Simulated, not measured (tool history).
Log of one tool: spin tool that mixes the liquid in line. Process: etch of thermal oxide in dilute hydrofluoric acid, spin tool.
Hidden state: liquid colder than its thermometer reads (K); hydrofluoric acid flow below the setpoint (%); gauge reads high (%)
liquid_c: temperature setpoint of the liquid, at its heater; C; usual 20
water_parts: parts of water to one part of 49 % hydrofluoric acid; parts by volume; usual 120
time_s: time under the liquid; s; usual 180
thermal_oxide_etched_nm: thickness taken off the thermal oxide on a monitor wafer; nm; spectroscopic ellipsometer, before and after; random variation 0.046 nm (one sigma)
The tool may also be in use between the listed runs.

run	hour	liquid_c	water_parts	time_s	wafers since the last listed run	hours since the thermometer was replaced	hours since the hydrofluoric acid flow meter was replaced	hours since the gauge calibration	read-back film thickness of the thermal oxide reference wafer, read on the same gauge (nm)	thermal_oxide_etched_nm
1	0	20	120	180	0	2464	1139.3	275.2	150.03	5.46
2	35.9	23.5	120	180	262	2499.9	1175.2	311.1	149.98	6.24
3	97.9	17	120	180	453	2561.9	1237.2	373.1	150.02	4.72
4	132.8	17	120	180	255	2596.8	1272.1	408	149.97	4.71
5	175.6	20	120	95	313	2639.6	1314.9	450.8	150	2.86
6	200.9	20	120	95	185	2664.9	1340.2	476.1	149.99	2.83
7	248.3	20	120	95	346	2712.3	1387.6	523.5	150.01	2.82
8	282.7	20	120	180	251	2746.7	1422	557.9	150.02	5.38
9	325.1	20	120	220	310	2789.1	1464.4	600.3	150.03	6.45
10	393.9	20	120	180	503	2857.9	1533.2	669.1	150	5.33
11	429.5	20	120	180	260	2893.5	1568.8	704.7	150.01	5.4
12	498	20	120	180	501	2962	1637.3	773.2	150.01	5.32
13	556.3	20	120	180	426	3020.3	1695.6	831.5	150.02	5.27
# hour 600.1: thermometer replaced
# hour 703.7: hydrofluoric acid flow meter replaced
14	749.9	20	120	180	1401	149.8	46.2	1025.1	150.01	5.76
# hour 787.4: gauge calibrated
15	821.5	24	160	180	523	221.4	117.8	34.1	150.03	4.79
16	848.3	17.5	170	140	196	248.2	144.6	60.9	149.99	2.7
17	892	17	120	220	319	291.9	188.3	104.6	149.99	6.22
18	963.3	18.5	80	285	521	363.2	259.6	175.9	150.02	13.34
19	1003.7	20	120	125	295	403.6	300	216.3	150	3.96
20	1034.7	20	175	180	226	434.6	331	247.3	149.99	3.72
21	1161.5	20	120	95	927	561.4	457.8	374.1	149.99	3.02
22	1226.1	17	140	85	472	626	522.4	438.7	150.02	2
23	1271	20	120	180	328	670.9	567.3	483.6	149.99	5.69
24	1325.9	20	120	180	401	725.8	622.2	538.5	149.97	5.67
25	1391	17	65	225	476	790.9	687.3	603.6	150.01	12.29
26	1434.8	24.5	65	220	320	834.7	731.1	647.4	149.99	16.38
27	1502.9	20	140	265	498	902.8	799.2	715.5	150	6.96
28	1544.3	24.5	65	220	302	944.2	840.6	756.9	150.01	16.33

3 ways to go on from here, each from the tool as it stands after run 28. What would each give?
A	1544.8	20	120	180	3	944.7	841.1	757.4	?	?
B	1544.8	22	175	225	3	944.7	841.1	757.4	?	?
C	1544.8	17.5	120	75	3	944.7	841.1	757.4	?	?

run	read-back film thickness of the thermal oxide reference wafer, read on the same gauge (nm)	thermal_oxide_etched_nm
A	150.04	5.65
B	150.04	4.95
C	150.04	2.12
Without the tool's hidden state the same runs would have given:
run	thermal_oxide_etched_nm
A	5.91
B	5.17
C	2.22
